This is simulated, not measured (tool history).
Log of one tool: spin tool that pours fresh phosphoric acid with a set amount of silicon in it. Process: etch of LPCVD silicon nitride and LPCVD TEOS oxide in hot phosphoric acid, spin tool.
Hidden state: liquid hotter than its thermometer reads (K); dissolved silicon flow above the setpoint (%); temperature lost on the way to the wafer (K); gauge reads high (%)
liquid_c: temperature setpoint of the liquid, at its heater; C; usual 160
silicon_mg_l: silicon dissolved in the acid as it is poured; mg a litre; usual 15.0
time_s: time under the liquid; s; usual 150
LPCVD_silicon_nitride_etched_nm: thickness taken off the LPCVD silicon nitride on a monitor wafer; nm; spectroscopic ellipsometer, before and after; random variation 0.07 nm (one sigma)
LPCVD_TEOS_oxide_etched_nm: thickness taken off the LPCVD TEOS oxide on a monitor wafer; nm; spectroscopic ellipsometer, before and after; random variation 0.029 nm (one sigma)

| run | hour | liquid_c | silicon_mg_l | time_s | wafers since the last listed run | hours since the thermometer was replaced | hours since the dissolved silicon flow meter was replaced | hours since the heated supply line was repaired | hours since the gauge calibration | read-back film thickness of the LPCVD silicon nitride reference wafer, read on the same gauge (nm) | read-back film thickness of the LPCVD TEOS oxide reference wafer, read on the same gauge (nm) | LPCVD_silicon_nitride_etched_nm | LPCVD_TEOS_oxide_etched_nm |
|---|---|---|---|---|---|---|---|---|---|---|---|---|---|
| 1 | 0.0 | 159 | 9.5 | 150 | 0 | 929.4 | 1311.9 | 69.1 | 464.4 | 80.93 | 151.665 | 12.06 | 0.634 |
| 2 | 167.5 | 159 | 9.5 | 150 | 966 | 1096.9 | 1479.4 | 236.6 | 631.9 | 81.31 | 152.504 | 12.27 | 0.660 |
| 3 | 275.5 | 160 | 15.0 | 150 | 622 | 1204.9 | 1587.4 | 344.6 | 739.9 | 81.65 | 153.116 | 12.72 | 0.678 |
| 4 | 377.2 | 160 | 15.0 | 150 | 586 | 1306.6 | 1689.1 | 446.3 | 841.6 | 82.08 | 153.837 | 12.67 | 0.604 |
| 5 | 470.2 | 160 | 15.0 | 150 | 536 | 1399.6 | 1782.1 | 539.3 | 934.6 | 82.45 | 154.557 | 12.76 | 0.600 |
| 6 | 533.2 | 160 | 15.0 | 150 | 363 | 1462.6 | 1845.1 | 602.3 | 997.6 | 82.67 | 155.083 | 12.88 | 0.639 |
|  | 579.7 | dissolved silicon flow meter replaced |
| 7 | 598.3 | 160 | 12.0 | 85 | 369 | 1527.7 | 18.6 | 667.4 | 1062.7 | 82.97 | 155.631 | 7.24 | 0.381 |
| 8 | 654.7 | 160 | 12.0 | 85 | 325 | 1584.1 | 75.0 | 723.8 | 1119.1 | 83.29 | 156.173 | 7.33 | 0.344 |
|  | 668.4 | thermometer replaced |
| 9 | 715.4 | 160 | 12.0 | 85 | 344 | 47.0 | 135.7 | 784.5 | 1179.8 | 83.57 | 156.747 | 7.31 | 0.370 |
| 10 | 819.6 | 160 | 15.0 | 150 | 600 | 151.2 | 239.9 | 888.7 | 1284.0 | 84.21 | 157.946 | 13.01 | 0.642 |
| 11 | 862.0 | 160 | 15.0 | 150 | 244 | 193.6 | 282.3 | 931.1 | 1326.4 | 84.42 | 158.314 | 13.20 | 0.621 |
| 12 | 939.5 | 162 | 23.0 | 225 | 446 | 271.1 | 359.8 | 1008.6 | 1403.9 | 84.93 | 159.194 | 21.14 | 0.916 |
| 13 | 1041.9 | 160 | 7.5 | 150 | 590 | 373.5 | 462.2 | 1111.0 | 1506.3 | 85.64 | 160.562 | 13.24 | 0.828 |
| 14 | 1131.7 | 160 | 9.5 | 150 | 517 | 463.3 | 552.0 | 1200.8 | 1596.1 | 86.27 | 161.704 | 13.43 | 0.739 |
|  | 1135.7 | gauge calibrated |
| 15 | 1214.5 | 160 | 15.0 | 180 | 477 | 546.1 | 634.8 | 1283.6 | 78.8 | 79.34 | 148.808 | 14.80 | 0.716 |
|  | 1242.6 | heated supply line repaired |
| 16 | 1310.2 | 160 | 15.0 | 150 | 546 | 641.8 | 730.5 | 67.6 | 174.5 | 79.49 | 148.925 | 12.25 | 0.659 |

Run 17 comes next. What will it give?
| 17 | 1363.5 | 160 | 7.0 | 80 | 307 | 695.1 | 783.8 | 120.9 | 227.8 | ? | ? | ? | ? |

Run 17 gave read-back film thickness of the LPCVD silicon nitride reference wafer, read on the same gauge (nm) 79.48, read-back film thickness of the LPCVD TEOS oxide reference wafer, read on the same gauge (nm) 148.999, LPCVD_silicon_nitride_etched_nm 6.53 nm, LPCVD_TEOS_oxide_etched_nm 0.399 nm.
Without the tool's hidden state the same run would have given LPCVD_silicon_nitride_etched_nm 6.57 nm, LPCVD_TEOS_oxide_etched_nm 0.401 nm.

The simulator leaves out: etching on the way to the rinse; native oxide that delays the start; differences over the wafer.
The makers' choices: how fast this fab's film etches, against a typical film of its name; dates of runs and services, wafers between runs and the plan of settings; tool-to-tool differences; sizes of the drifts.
